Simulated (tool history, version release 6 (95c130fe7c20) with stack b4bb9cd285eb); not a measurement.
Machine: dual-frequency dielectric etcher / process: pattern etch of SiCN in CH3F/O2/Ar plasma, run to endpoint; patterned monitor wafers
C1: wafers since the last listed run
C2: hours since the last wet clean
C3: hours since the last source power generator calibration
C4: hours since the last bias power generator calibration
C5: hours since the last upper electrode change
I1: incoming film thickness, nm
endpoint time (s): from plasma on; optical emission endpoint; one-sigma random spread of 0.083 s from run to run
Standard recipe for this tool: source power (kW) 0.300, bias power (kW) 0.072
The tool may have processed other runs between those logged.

run 1 hour=0.0 | source_power_(kW)=0.300 bias_power_(kW)=0.072 | C1=0 C2=496.2 C3=2095.7 C4=430.0 C5=2442.2 | I1=8.14 | endpoint_time_(s)=25.2
-- hour=10.5 source power generator calibrated
run 2 hour=87.7 | source_power_(kW)=0.300 bias_power_(kW)=0.072 | C1=779 C2=583.9 C3=77.2 C4=517.7 C5=2529.9 | I1=8.05 | endpoint_time_(s)=24.8
-- hour=129.9 wet clean of the chamber
run 3 hour=145.5 | source_power_(kW)=0.300 bias_power_(kW)=0.072 | C1=314 C2=15.6 C3=135.0 C4=575.5 C5=2587.7 | I1=8.05 | endpoint_time_(s)=24.8
run 4 hour=202.6 | source_power_(kW)=0.300 bias_power_(kW)=0.072 | C1=532 C2=72.7 C3=192.1 C4=632.6 C5=2644.8 | I1=8.01 | endpoint_time_(s)=24.6
run 5 hour=287.1 | source_power_(kW)=0.300 bias_power_(kW)=0.072 | C1=787 C2=157.2 C3=276.6 C4=717.1 C5=2729.3 | I1=8.11 | endpoint_time_(s)=25.1
run 6 hour=354.0 | source_power_(kW)=0.300 bias_power_(kW)=0.072 | C1=623 C2=224.1 C3=343.5 C4=784.0 C5=2796.2 | I1=8.11 | endpoint_time_(s)=25.0
run 7 hour=448.6 | source_power_(kW)=0.300 bias_power_(kW)=0.072 | C1=881 C2=318.7 C3=438.1 C4=878.6 C5=2890.8 | I1=8.14 | endpoint_time_(s)=25.2
run 8 hour=539.0 | source_power_(kW)=0.300 bias_power_(kW)=0.072 | C1=842 C2=409.1 C3=528.5 C4=969.0 C5=2981.2 | I1=8.19 | endpoint_time_(s)=25.3
run 9 hour=634.2 | source_power_(kW)=0.300 bias_power_(kW)=0.072 | C1=886 C2=504.3 C3=623.7 C4=1064.2 C5=3076.4 | I1=8.19 | endpoint_time_(s)=25.2
run 10 hour=732.0 | source_power_(kW)=0.300 bias_power_(kW)=0.072 | C1=911 C2=602.1 C3=721.5 C4=1162.0 C5=3174.2 | I1=8.24 | endpoint_time_(s)=25.2
-- hour=826.3 wet clean of the chamber
run 11 hour=829.7 | source_power_(kW)=0.300 bias_power_(kW)=0.072 | C1=686 C2=3.4 C3=819.2 C4=1259.7 C5=3271.9 | I1=8.13 | endpoint_time_(s)=25.1
run 12 hour=893.8 | source_power_(kW)=0.300 bias_power_(kW)=0.072 | C1=597 C2=67.5 C3=883.3 C4=1323.8 C5=3336.0 | I1=8.07 | endpoint_time_(s)=24.8
-- hour=935.8 upper electrode replaced
run 13 hour=958.8 | source_power_(kW)=0.300 bias_power_(kW)=0.086 | C1=382 C2=132.5 C3=948.3 C4=1388.8 C5=23.0 | I1=8.02 | endpoint_time_(s)=22.8
run 14 hour=1063.8 | source_power_(kW)=0.300 bias_power_(kW)=0.072 | C1=978 C2=237.5 C3=1053.3 C4=1493.8 C5=128.0 | I1=8.14 | endpoint_time_(s)=25.1
run 15 hour=1111.7 | source_power_(kW)=0.300 bias_power_(kW)=0.072 | C1=446 C2=285.4 C3=1101.2 C4=1541.7 C5=175.9 | I1=8.12 | endpoint_time_(s)=25.0
run 16 hour=1323.0 | source_power_(kW)=0.300 bias_power_(kW)=0.072 | C1=1968 C2=496.7 C3=1312.5 C4=1753.0 C5=387.2 | I1=8.13 | endpoint_time_(s)=25.1
run 17 hour=1397.8 | source_power_(kW)=0.240 bias_power_(kW)=0.058 | C1=696 C2=571.5 C3=1387.3 C4=1827.8 C5=462.0 | I1=8.07 | endpoint_time_(s)=29.4
-- hour=1403.9 bias power generator calibrated
-- hour=1457.2 wet clean of the chamber
run 18 hour=1457.7 | source_power_(kW)=0.330 bias_power_(kW)=0.078 | C1=297 C2=0.5 C3=1447.2 C4=53.8 C5=521.9 | I1=8.05 | endpoint_time_(s)=23.2
run 19 hour=1519.4 | source_power_(kW)=0.280 bias_power_(kW)=0.058 | C1=574 C2=62.2 C3=1508.9 C4=115.5 C5=583.6 | I1=8.03 | endpoint_time_(s)=28.2
run 20 hour=1575.0 | source_power_(kW)=0.340 bias_power_(kW)=0.072 | C1=518 C2=117.8 C3=1564.5 C4=171.1 C5=639.2 | I1=8.13 | endpoint_time_(s)=24.2
run 21 hour=1625.3 | source_power_(kW)=0.260 bias_power_(kW)=0.066 | C1=468 C2=168.1 C3=1614.8 C4=221.4 C5=689.5 | I1=8.07 | endpoint_time_(s)=26.7
run 22 hour=1717.0 | source_power_(kW)=0.330 bias_power_(kW)=0.066 | C1=854 C2=259.8 C3=1706.5 C4=313.1 C5=781.2 | I1=8.06 | endpoint_time_(s)=25.2
-- hour=1797.4 source power generator calibrated
run 23 hour=1823.5 | source_power_(kW)=0.300 bias_power_(kW)=0.072 | C1=955 C2=366.3 C3=26.1 C4=419.6 C5=887.7 | I1=8.09 | endpoint_time_(s)=24.9
run 24 hour=1890.9 | source_power_(kW)=0.300 bias_power_(kW)=0.072 | C1=627 C2=433.7 C3=93.5 C4=487.0 C5=955.1 | I1=8.09 | endpoint_time_(s)=25.0
run 25 hour=1997.2 | source_power_(kW)=0.240 bias_power_(kW)=0.088 | C1=990 C2=540.0 C3=199.8 C4=593.3 C5=1061.4 | I1=8.00 | endpoint_time_(s)=23.6
-- hour=2032.1 wet clean of the chamber
run 26 hour=2075.4 | source_power_(kW)=0.300 bias_power_(kW)=0.072 | C1=504 C2=43.3 C3=278.0 C4=671.5 C5=1139.6 | I1=8.06 | endpoint_time_(s)=24.7
run 27 hour=2131.0 | source_power_(kW)=0.240 bias_power_(kW)=0.072 | C1=518 C2=98.9 C3=333.6 C4=727.1 C5=1195.2 | I1=8.15 | endpoint_time_(s)=26.6
run 28 hour=2215.0 | source_power_(kW)=0.250 bias_power_(kW)=0.084 | C1=782 C2=182.9 C3=417.6 C4=811.1 C5=1279.2 | I1=8.16 | endpoint_time_(s)=24.4
run 29 hour=2298.6 | source_power_(kW)=0.300 bias_power_(kW)=0.055 | C1=778 C2=266.5 C3=501.2 C4=894.7 C5=1362.8 | I1=8.10 | endpoint_time_(s)=28.6
run 30 hour=2372.1 | source_power_(kW)=0.300 bias_power_(kW)=0.072 | C1=684 C2=340.0 C3=574.7 C4=968.2 C5=1436.3 | I1=8.16 | endpoint_time_(s)=25.3
run 31 hour=2420.7 | source_power_(kW)=0.280 bias_power_(kW)=0.067 | C1=452 C2=388.6 C3=623.3 C4=1016.8 C5=1484.9 | I1=8.13 | endpoint_time_(s)=26.4
run 32 hour=2502.4 | source_power_(kW)=0.340 bias_power_(kW)=0.082 | C1=761 C2=470.3 C3=705.0 C4=1098.5 C5=1566.6 | I1=8.15 | endpoint_time_(s)=22.7

Across each entry between runs, compare the hidden state at the last listed run before it with the hidden state at the first listed run after it:
From run 1 to run 2: source power generator calibrated (hour 10.5)
  the hidden state is the same at both runs
From run 2 to run 3: wet clean of the chamber (hour 129.9)
  the hidden state is the same at both runs
From run 10 to run 11: wet clean of the chamber (hour 826.3)
  the hidden state is the same at both runs
From run 12 to run 13: upper electrode replaced (hour 935.8)
  the hidden state is the same at both runs
From run 17 to run 18: bias power generator calibrated (hour 1403.9); wet clean of the chamber (hour 1457.2)
  the hidden state is the same at both runs
From run 22 to run 23: source power generator calibrated (hour 1797.4)
  the hidden state is the same at both runs
From run 25 to run 26: wet clean of the chamber (hour 2032.1)
  the hidden state is the same at both runs

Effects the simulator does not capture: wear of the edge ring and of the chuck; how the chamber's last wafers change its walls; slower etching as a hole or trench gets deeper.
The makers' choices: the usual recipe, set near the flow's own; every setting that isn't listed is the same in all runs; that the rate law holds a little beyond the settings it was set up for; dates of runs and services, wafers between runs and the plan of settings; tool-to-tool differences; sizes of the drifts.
